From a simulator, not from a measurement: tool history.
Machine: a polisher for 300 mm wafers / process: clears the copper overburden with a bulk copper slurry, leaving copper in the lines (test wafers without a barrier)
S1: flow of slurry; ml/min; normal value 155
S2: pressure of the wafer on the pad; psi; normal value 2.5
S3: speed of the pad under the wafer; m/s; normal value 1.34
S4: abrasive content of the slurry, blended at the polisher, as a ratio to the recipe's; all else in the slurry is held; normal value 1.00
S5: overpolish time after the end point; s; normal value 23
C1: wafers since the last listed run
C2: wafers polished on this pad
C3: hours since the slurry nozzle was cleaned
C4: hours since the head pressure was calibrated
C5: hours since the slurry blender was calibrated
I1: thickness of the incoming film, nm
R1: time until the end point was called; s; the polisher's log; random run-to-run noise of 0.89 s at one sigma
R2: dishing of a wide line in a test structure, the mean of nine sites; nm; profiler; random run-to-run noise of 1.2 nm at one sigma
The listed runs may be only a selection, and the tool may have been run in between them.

| run | hour | S1 | S2 | S3 | S4 | S5 | C1 | C2 | C3 | C4 | C5 | I1 | R1 | R2 |
|---|---|---|---|---|---|---|---|---|---|---|---|---|---|---|
| 1 | 0.0 | 155 | 2.5 | 1.34 | 0.90 | 23 | 0 | 2229 | 31.1 | 310.0 | 49.5 | 781.5 | 70.2 | 102.3 |
| 2 | 58.7 | 155 | 2.5 | 1.34 | 1.00 | 23 | 697 | 2927 | 89.8 | 368.7 | 108.2 | 772.4 | 69.5 | 101.9 |
| 3 | 113.8 | 155 | 2.5 | 1.34 | 1.00 | 23 | 655 | 3582 | 144.9 | 423.8 | 163.3 | 756.5 | 67.4 | 101.0 |
| 4 | 179.4 | 155 | 2.5 | 1.34 | 1.00 | 23 | 779 | 4362 | 210.5 | 489.4 | 228.9 | 779.1 | 73.6 | 100.1 |
|  | 197.1 | worn pad replaced by a new one |
| 5 | 232.7 | 155 | 2.5 | 1.34 | 1.00 | 23 | 586 | 423 | 263.8 | 542.7 | 282.2 | 770.9 | 72.3 | 97.2 |
|  | 263.8 | head pressure recalibrated |
|  | 283.7 | slurry blender recalibrated |
| 6 | 284.2 | 155 | 2.5 | 1.34 | 1.00 | 23 | 564 | 988 | 315.3 | 20.4 | 0.5 | 766.1 | 66.0 | 104.6 |
| 7 | 335.0 | 155 | 2.5 | 1.34 | 1.00 | 23 | 603 | 1592 | 366.1 | 71.2 | 51.3 | 778.3 | 65.8 | 106.0 |
| 8 | 377.7 | 155 | 3.0 | 1.34 | 1.00 | 23 | 507 | 2099 | 408.8 | 113.9 | 94.0 | 765.0 | 57.7 | 115.5 |
| 9 | 409.2 | 155 | 3.0 | 1.34 | 1.00 | 23 | 374 | 2474 | 440.3 | 145.4 | 125.5 | 774.6 | 57.0 | 112.2 |
| 10 | 433.9 | 155 | 3.0 | 1.34 | 1.00 | 23 | 293 | 2767 | 465.0 | 170.1 | 150.2 | 768.8 | 57.4 | 114.2 |
| 11 | 487.2 | 135 | 2.5 | 1.34 | 1.00 | 23 | 633 | 3401 | 518.3 | 223.4 | 203.5 | 769.7 | 68.4 | 105.2 |
|  | 500.5 | worn pad replaced by a new one |
| 12 | 520.3 | 155 | 1.7 | 1.56 | 1.00 | 13 | 345 | 234 | 551.4 | 256.5 | 236.6 | 758.9 | 78.8 | 69.3 |
| 13 | 557.7 | 155 | 2.5 | 1.34 | 1.00 | 23 | 444 | 679 | 588.8 | 293.9 | 274.0 | 776.1 | 67.5 | 103.2 |
| 14 | 591.7 | 170 | 3.0 | 1.34 | 1.00 | 14 | 404 | 1083 | 622.8 | 327.9 | 308.0 | 773.5 | 58.8 | 92.0 |
| 15 | 647.7 | 155 | 2.5 | 1.34 | 1.00 | 23 | 665 | 1749 | 678.8 | 383.9 | 364.0 | 770.8 | 70.3 | 101.5 |
|  | 682.9 | slurry blender recalibrated |
|  | 684.6 | slurry nozzle cleaned |
| 16 | 719.0 | 155 | 2.5 | 1.14 | 0.85 | 28 | 811 | 2561 | 34.4 | 455.2 | 36.1 | 753.9 | 82.5 | 101.5 |
| 17 | 768.2 | 200 | 2.5 | 1.72 | 1.30 | 23 | 584 | 3146 | 83.6 | 504.4 | 85.3 | 771.0 | 52.8 | 111.0 |
|  | 795.2 | head pressure recalibrated |
|  | 820.2 | worn pad replaced by a new one |
| 18 | 838.2 | 180 | 3.1 | 1.34 | 1.00 | 23 | 760 | 213 | 153.6 | 43.0 | 155.3 | 778.5 | 55.7 | 114.8 |
| 19 | 889.6 | 115 | 2.5 | 1.34 | 1.25 | 27 | 611 | 824 | 205.0 | 94.4 | 206.7 | 763.1 | 66.3 | 109.2 |
| 20 | 917.8 | 155 | 2.5 | 1.34 | 0.75 | 30 | 335 | 1160 | 233.2 | 122.6 | 234.9 | 767.7 | 69.3 | 110.5 |
| 21 | 989.0 | 155 | 2.5 | 1.34 | 0.90 | 28 | 846 | 2006 | 304.4 | 193.8 | 306.1 | 769.6 | 69.5 | 110.2 |
| 22 | 1040.4 | 115 | 3.0 | 0.96 | 1.00 | 35 | 611 | 2617 | 355.8 | 245.2 | 357.5 | 764.9 | 82.6 | 115.2 |
|  | 1054.1 | slurry blender recalibrated |
| 23 | 1085.5 | 155 | 3.0 | 1.34 | 1.00 | 23 | 512 | 3130 | 400.9 | 290.3 | 31.4 | 786.8 | 58.6 | 111.2 |
|  | 1138.7 | worn pad replaced by a new one |
| 24 | 1156.2 | 155 | 1.7 | 1.34 | 1.00 | 18 | 792 | 208 | 471.6 | 361.0 | 102.1 | 771.6 | 94.1 | 74.8 |
| 25 | 1202.2 | 155 | 3.0 | 1.34 | 1.00 | 23 | 546 | 755 | 517.6 | 407.0 | 148.1 | 782.1 | 60.5 | 109.9 |
| 26 | 1260.2 | 115 | 1.8 | 1.34 | 1.15 | 28 | 689 | 1444 | 575.6 | 465.0 | 206.1 | 776.6 | 95.3 | 93.1 |
| 27 | 1309.3 | 125 | 2.5 | 1.34 | 1.00 | 9 | 583 | 2028 | 624.7 | 514.1 | 255.2 | 768.1 | 73.6 | 57.9 |
| 28 | 1336.8 | 200 | 2.5 | 1.54 | 1.10 | 23 | 326 | 2355 | 652.2 | 541.6 | 282.7 | 776.9 | 60.7 | 105.2 |
| 29 | 1371.0 | 155 | 2.5 | 1.34 | 1.00 | 23 | 406 | 2761 | 686.4 | 575.8 | 316.9 | 779.6 | 76.1 | 99.3 |

Here are 3 independent what-if runs from the current tool condition. What would each one return?
| A | 1371.4 | 155 | 1.9 | 1.34 | 1.00 | 23 | 4 | 2766 | 686.8 | 576.2 | 317.3 | 780.3 | ? | ? |
| B | 1371.4 | 155 | 2.5 | 1.14 | 1.00 | 34 | 4 | 2766 | 686.8 | 576.2 | 317.3 | 780.3 | ? | ? |
| C | 1371.4 | 155 | 2.1 | 1.34 | 1.00 | 33 | 4 | 2766 | 686.8 | 576.2 | 317.3 | 780.3 | ? | ? |

| run | R1 | R2 |
|---|---|---|
| A | 93.6 | 85.8 |
| B | 88.4 | 106.8 |
| C | 86.6 | 103.0 |
What these runs would have given with no unlogged condition in the tool:
| run | R1 | R2 |
|---|---|---|
| A | 83.5 | 92.4 |
| B | 78.9 | 113.3 |
| C | 77.2 | 109.4 |
